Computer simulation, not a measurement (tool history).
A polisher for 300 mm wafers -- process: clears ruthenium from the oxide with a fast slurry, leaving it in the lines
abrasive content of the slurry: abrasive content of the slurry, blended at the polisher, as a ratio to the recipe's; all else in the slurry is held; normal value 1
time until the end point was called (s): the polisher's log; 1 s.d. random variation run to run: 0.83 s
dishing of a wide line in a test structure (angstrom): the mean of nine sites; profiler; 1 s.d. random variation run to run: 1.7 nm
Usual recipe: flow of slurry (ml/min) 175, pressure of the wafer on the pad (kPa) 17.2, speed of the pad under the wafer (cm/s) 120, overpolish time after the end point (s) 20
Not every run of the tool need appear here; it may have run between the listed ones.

| run | hour | flow of slurry (ml/min) | pressure of the wafer on the pad (kPa) | speed of the pad under the wafer (cm/s) | abrasive content of the slurry | overpolish time after the end point (s) | wafers since the last listed run | wafers polished on this pad | hours since the slurry nozzle was cleaned | hours since the head pressure was calibrated | hours since the slurry blender was calibrated | incoming thickness of the incoming film, nm | time until the end point was called (s) | dishing of a wide line in a test structure (angstrom) |
|---|---|---|---|---|---|---|---|---|---|---|---|---|---|---|
| 1 | 0 | 175 | 17.2 | 120 | 1 | 20 | 0 | 443 | 95.5 | 505.1 | 469 | 239.2 | 58.4 | 682 |
|  | 4.3 | slurry blender recalibrated |
| 2 | 12.6 | 175 | 17.2 | 120 | 1 | 20 | 112 | 556 | 108.1 | 517.7 | 8.3 | 238.6 | 57.9 | 673 |
| 3 | 22 | 175 | 17.2 | 120 | 1 | 20 | 100 | 656 | 117.5 | 527.1 | 17.7 | 238.5 | 57.2 | 714 |
|  | 38 | worn pad replaced by a new one |
| 4 | 38.4 | 175 | 17.2 | 120 | 1 | 20 | 132 | 3 | 133.9 | 543.5 | 34.1 | 243 | 60.6 | 667 |
| 5 | 53.3 | 175 | 17.2 | 120 | 1 | 20 | 158 | 162 | 148.8 | 558.4 | 49 | 238 | 59.3 | 680 |
| 6 | 65.6 | 175 | 17.2 | 120 | 1 | 20 | 131 | 293 | 161.1 | 570.7 | 61.3 | 241.7 | 58.7 | 683 |
| 7 | 76.2 | 175 | 17.2 | 120 | 1 | 20 | 112 | 406 | 171.7 | 581.3 | 71.9 | 239.1 | 59.6 | 702 |
| 8 | 88.3 | 225 | 17.2 | 160 | 1.15 | 20 | 128 | 535 | 183.8 | 593.4 | 84 | 235.8 | 41.8 | 841 |
| 9 | 99.3 | 175 | 15.2 | 120 | 0.8 | 20 | 117 | 652 | 194.8 | 604.4 | 95 | 236.2 | 70.8 | 565 |
| 10 | 108.9 | 145 | 15.2 | 120 | 1.2 | 20 | 102 | 755 | 204.4 | 614 | 104.6 | 240.9 | 64.8 | 605 |
| 11 | 115.4 | 175 | 17.2 | 120 | 1 | 20 | 69 | 824 | 210.9 | 620.5 | 111.1 | 236.8 | 58.8 | 676 |
| 12 | 124.1 | 120 | 17.2 | 106 | 0.9 | 11 | 92 | 917 | 219.6 | 629.2 | 119.8 | 243.1 | 74 | 322 |
|  | 130.7 | worn pad replaced by a new one, of another model than before |
| 13 | 131.2 | 190 | 17.2 | 120 | 1 | 31 | 33 | 5 | 226.7 | 636.3 | 126.9 | 239 | 55.2 | 986 |
| 14 | 143.1 | 175 | 19.3 | 120 | 1 | 20 | 126 | 132 | 238.6 | 648.2 | 138.8 | 241.2 | 51.9 | 724 |
| 15 | 150.2 | 175 | 17.2 | 120 | 1 | 20 | 75 | 207 | 245.7 | 655.3 | 145.9 | 236.1 | 55.4 | 669 |
| 16 | 167.3 | 155 | 17.2 | 90 | 1.15 | 12 | 182 | 390 | 262.8 | 672.4 | 163 | 237.5 | 66.8 | 387 |
|  | 176.2 | slurry nozzle cleaned |
| 17 | 182.9 | 175 | 17.2 | 120 | 0.8 | 25 | 155 | 545 | 6.7 | 688 | 178.6 | 239.4 | 61.6 | 806 |
| 18 | 198.2 | 175 | 17.2 | 120 | 1.3 | 12 | 163 | 708 | 22 | 703.3 | 193.9 | 245.1 | 54 | 481 |
|  | 207.8 | head pressure recalibrated |
| 19 | 210 | 175 | 17.2 | 134 | 1 | 15 | 104 | 813 | 33.8 | 2.2 | 205.7 | 239.6 | 48 | 634 |
| 20 | 220.4 | 175 | 17.2 | 120 | 0.8 | 25 | 110 | 924 | 44.2 | 12.6 | 216.1 | 239.1 | 54.1 | 872 |
|  | 227.5 | worn pad replaced by a new one |
| 21 | 232.1 | 145 | 17.2 | 120 | 1 | 27 | 82 | 49 | 55.9 | 24.3 | 227.8 | 237.7 | 54.4 | 902 |
| 22 | 243.9 | 175 | 17.2 | 120 | 1 | 20 | 125 | 174 | 67.7 | 36.1 | 239.6 | 243.3 | 53.4 | 758 |
| 23 | 252 | 175 | 17.2 | 120 | 1 | 20 | 86 | 261 | 75.8 | 44.2 | 247.7 | 240.2 | 51.5 | 790 |
| 24 | 266.1 | 175 | 17.2 | 120 | 1 | 20 | 150 | 411 | 89.9 | 58.3 | 261.8 | 240.3 | 52.3 | 710 |
| 25 | 278.1 | 175 | 17.2 | 120 | 1 | 20 | 127 | 539 | 101.9 | 70.3 | 273.8 | 237.4 | 51.4 | 738 |
| 26 | 290.7 | 145 | 22.8 | 92 | 1 | 29 | 134 | 673 | 114.5 | 82.9 | 286.4 | 242.1 | 55.4 | 910 |
|  | 306 | worn pad replaced by a new one |
| 27 | 306.5 | 175 | 17.2 | 120 | 1 | 20 | 125 | 5 | 130.3 | 98.7 | 302.2 | 242.8 | 51.9 | 733 |

What would each run have given without the hidden state, its run-to-run variation left as it was?
The tool's hidden condition here consists of: removal rate lost through wear of the pad, %; slurry flow missing at the pad, %; deviation of the head's pressure from its setpoint, %; abrasive missing from the slurry, %.
| run | time until the end point was called (s) | dishing of a wide line in a test structure (angstrom) |
|---|---|---|
| 1 | 51.7 | 755 |
| 2 | 51.2 | 747 |
| 3 | 50.5 | 792 |
| 4 | 53.5 | 740 |
| 5 | 52.2 | 755 |
| 6 | 51.7 | 760 |
| 7 | 52.4 | 781 |
| 8 | 36.8 | 929 |
| 9 | 62.2 | 632 |
| 10 | 56.9 | 676 |
| 11 | 51.7 | 754 |
| 12 | 64.9 | 363 |
| 13 | 51.2 | 1043 |
| 14 | 48.1 | 771 |
| 15 | 51.3 | 713 |
| 16 | 61.9 | 415 |
| 17 | 57.1 | 858 |
| 18 | 50 | 515 |
| 19 | 48.4 | 629 |
| 20 | 54.4 | 868 |
| 21 | 54.5 | 900 |
| 22 | 53.4 | 758 |
| 23 | 51.4 | 791 |
| 24 | 52 | 713 |
| 25 | 51 | 743 |
| 26 | 54.8 | 917 |
| 27 | 51.2 | 741 |
